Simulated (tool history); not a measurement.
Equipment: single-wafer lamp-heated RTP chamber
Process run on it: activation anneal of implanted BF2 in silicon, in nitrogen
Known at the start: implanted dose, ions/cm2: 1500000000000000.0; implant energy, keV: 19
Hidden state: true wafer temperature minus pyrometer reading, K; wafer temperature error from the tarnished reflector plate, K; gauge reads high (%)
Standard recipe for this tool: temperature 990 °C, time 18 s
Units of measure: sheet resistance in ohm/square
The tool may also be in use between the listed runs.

run	hour	temperature	time	wafers since the last listed run	wafers since the last pyrometer calibration	wafers since the reflector plate was cleaned	hours since the gauge calibration	read-back reference wafer on the same gauge, sheet resistance	sheet resistance
1	0.0	969	12	0	5400	5522	1551.4	168.08	230.03
2	83.5	969	12	801	6201	6323	1634.9	167.82	227.34
3	170.7	969	12	836	7038	7160	1722.1	168.10	225.45
# hour 184.2: pyrometer window cleaned and pyrometer calibrated
4	210.3	1010	14	303	250	7463	1761.7	167.99	168.16
5	257.1	990	18	449	699	7912	1808.5	167.87	186.44
# hour 549.9: reflector plate cleaned
6	555.0	990	18	2782	3481	49	2106.4	167.99	186.43
7	637.0	1010	10	786	4268	836	2188.4	168.16	176.87
8	684.1	1010	10	452	4720	1288	2235.5	168.18	176.34
9	756.8	1010	10	697	5418	1985	2308.2	168.13	175.09
# hour 815.6: pyrometer window cleaned and pyrometer calibrated
10	844.0	990	18	760	272	2745	2395.4	168.02	194.48
11	942.3	990	11	943	1215	3689	2493.7	167.78	202.42
12	1021.3	990	11	758	1973	4447	2572.7	167.87	203.57
13	1102.0	990	11	774	2748	5221	2653.4	168.06	201.38
14	1163.0	990	10	585	3333	5807	2714.4	168.13	203.54
# hour 1227.7: gauge calibrated
15	1269.5	966	18	1022	4355	6829	41.8	167.82	223.83
16	1368.3	990	7	948	5303	7777	140.6	167.95	207.55
17	1474.6	968	18	1020	6323	8797	246.9	168.08	217.25
# hour 1515.6: pyrometer window cleaned and pyrometer calibrated
18	1527.7	990	18	432	116	9230	300.0	168.04	189.14
19	1588.2	982	14	580	696	9810	360.5	168.01	208.94
# hour 1648.6: reflector plate cleaned
20	1649.1	979	23	507	1204	5	421.4	167.99	205.44
21	1737.5	990	18	848	2052	853	509.8	167.91	191.57
22	1816.4	990	18	757	2810	1610	588.7	168.08	187.40
23	1875.6	972	14	568	3378	2178	647.9	168.15	224.56
24	1946.3	990	18	678	4056	2857	718.6	168.00	186.52
25	1993.9	1012	11	456	4513	3313	766.2	167.90	171.98
26	2075.9	1004	26	786	5300	4100	848.2	168.04	151.50
27	2134.1	990	18	558	5859	4659	906.4	168.16	183.93
# hour 2196.7: pyrometer window cleaned and pyrometer calibrated
28	2239.7	1002	26	936	412	5596	1012.0	168.01	160.36
29	2337.9	1015	24	942	1354	6538	1110.2	167.87	144.35
30	2427.0	1019	11	855	2210	7393	1199.3	168.11	162.59
31	2511.4	990	18	809	3019	8203	1283.7	167.83	184.88
32	2575.7	1015	11	617	3637	8820	1348.0	167.90	164.64
33	2647.9	1003	26	692	4329	9513	1420.2	167.80	153.20
34	2695.3	990	28	454	4784	9968	1467.6	167.91	166.86
# hour 2724.7: reflector plate cleaned
35	2747.0	990	18	419	5204	214	1519.3	168.06	185.32
36	2817.8	990	15	679	5883	893	1590.1	167.83	188.54

4 ways to go on from here, each from the tool as it stands after run 36. What would each give?
A	2818.2	970	18	3	5887	897	1590.5	?	?
B	2818.2	979	11	3	5887	897	1590.5	?	?
C	2818.2	972	13	3	5887	897	1590.5	?	?
D	2818.2	990	26	3	5887	897	1590.5	?	?

run	read-back reference wafer on the same gauge, sheet resistance	sheet resistance
A	168.09	215.89
B	168.09	213.55
C	168.09	220.62
D	168.09	171.71
Had the tool no hidden state, the same runs would have come out as:
run	sheet resistance
A	226.64
B	223.15
C	230.79
D	181.82

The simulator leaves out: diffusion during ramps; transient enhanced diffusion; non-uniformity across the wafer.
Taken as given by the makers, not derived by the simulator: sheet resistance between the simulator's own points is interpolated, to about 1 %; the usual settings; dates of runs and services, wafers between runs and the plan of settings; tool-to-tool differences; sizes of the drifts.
